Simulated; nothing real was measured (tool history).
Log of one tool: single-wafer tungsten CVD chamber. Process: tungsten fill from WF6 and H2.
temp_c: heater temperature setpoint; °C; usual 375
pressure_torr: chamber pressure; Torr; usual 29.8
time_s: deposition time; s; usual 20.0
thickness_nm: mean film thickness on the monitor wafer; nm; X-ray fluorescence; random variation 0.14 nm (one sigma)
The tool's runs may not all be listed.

| run | hour | temp_c | pressure_torr | time_s | read-back reference wafer on the same gauge, thickness_nm | thickness_nm |
|---|---|---|---|---|---|---|
| 1 | 0.0 | 375 | 29.8 | 20.0 | 38.365 | 36.292 |
| 2 | 59.7 | 386 | 29.8 | 20.0 | 38.388 | 43.813 |
| 3 | 109.0 | 386 | 29.8 | 20.0 | 38.430 | 44.400 |
| 4 | 151.7 | 375 | 29.8 | 20.0 | 38.369 | 36.191 |
|  | 250.7 | gauge calibrated |
| 5 | 336.2 | 375 | 29.8 | 20.0 | 38.432 | 36.566 |
| 6 | 406.7 | 375 | 32.6 | 20.0 | 38.388 | 38.230 |
| 7 | 438.5 | 375 | 32.6 | 20.0 | 38.413 | 38.342 |
| 8 | 465.2 | 375 | 32.6 | 20.0 | 38.399 | 38.241 |
| 9 | 507.2 | 375 | 29.8 | 20.0 | 38.423 | 36.516 |
| 10 | 553.3 | 375 | 29.8 | 20.0 | 38.367 | 36.570 |
| 11 | 606.0 | 375 | 29.8 | 20.0 | 38.360 | 37.056 |
| 12 | 643.4 | 375 | 35.5 | 20.0 | 38.398 | 40.407 |
| 13 | 690.4 | 375 | 35.5 | 20.0 | 38.399 | 40.747 |
| 14 | 719.4 | 375 | 29.8 | 20.0 | 38.389 | 37.299 |
|  | 760.6 | thermocouple changed; heater temperature recalibrated |
| 15 | 763.1 | 383 | 32.1 | 23.8 | 38.415 | 52.047 |
| 16 | 816.5 | 371 | 23.5 | 20.0 | 38.432 | 29.872 |
|  | 877.8 | capacitance manometer re-zeroed and calibrated |
| 17 | 880.4 | 375 | 29.8 | 20.0 | 38.453 | 35.467 |
|  | 938.0 | showerhead replaced |
| 18 | 938.5 | 375 | 29.8 | 20.0 | 38.419 | 35.391 |
|  | 963.4 | gauge calibrated |
| 19 | 980.4 | 375 | 29.8 | 20.0 | 38.371 | 35.442 |
| 20 | 1043.9 | 362 | 29.8 | 20.0 | 38.353 | 27.954 |
| 21 | 1073.1 | 375 | 22.6 | 17.5 | 38.403 | 26.810 |
| 22 | 1133.5 | 364 | 29.8 | 23.3 | 38.394 | 33.717 |
| 23 | 1163.0 | 386 | 37.1 | 18.0 | 38.361 | 43.609 |
| 24 | 1232.8 | 375 | 33.5 | 20.0 | 38.378 | 37.633 |
| 25 | 1265.3 | 364 | 25.2 | 21.8 | 38.390 | 28.756 |
| 26 | 1319.1 | 375 | 29.8 | 20.0 | 38.409 | 35.569 |
| 27 | 1378.7 | 371 | 23.5 | 20.0 | 38.396 | 28.951 |

4 ways to go on from here, each from the tool as it stands after run 27. What would each give?
| A | 1379.1 | 375 | 29.8 | 20.0 | ? | ? |
| B | 1379.1 | 362 | 25.4 | 21.5 | ? | ? |
| C | 1379.1 | 370 | 26.0 | 18.2 | ? | ? |
| D | 1379.1 | 361 | 29.8 | 17.4 | ? | ? |

| run | read-back reference wafer on the same gauge, thickness_nm | thickness_nm |
|---|---|---|
| A | 38.397 | 35.626 |
| B | 38.397 | 27.675 |
| C | 38.397 | 27.559 |
| D | 38.397 | 23.837 |
Without the tool's hidden state the same runs would have given:
| run | thickness_nm |
|---|---|
| A | 35.312 |
| B | 27.423 |
| C | 27.314 |
| D | 23.620 |
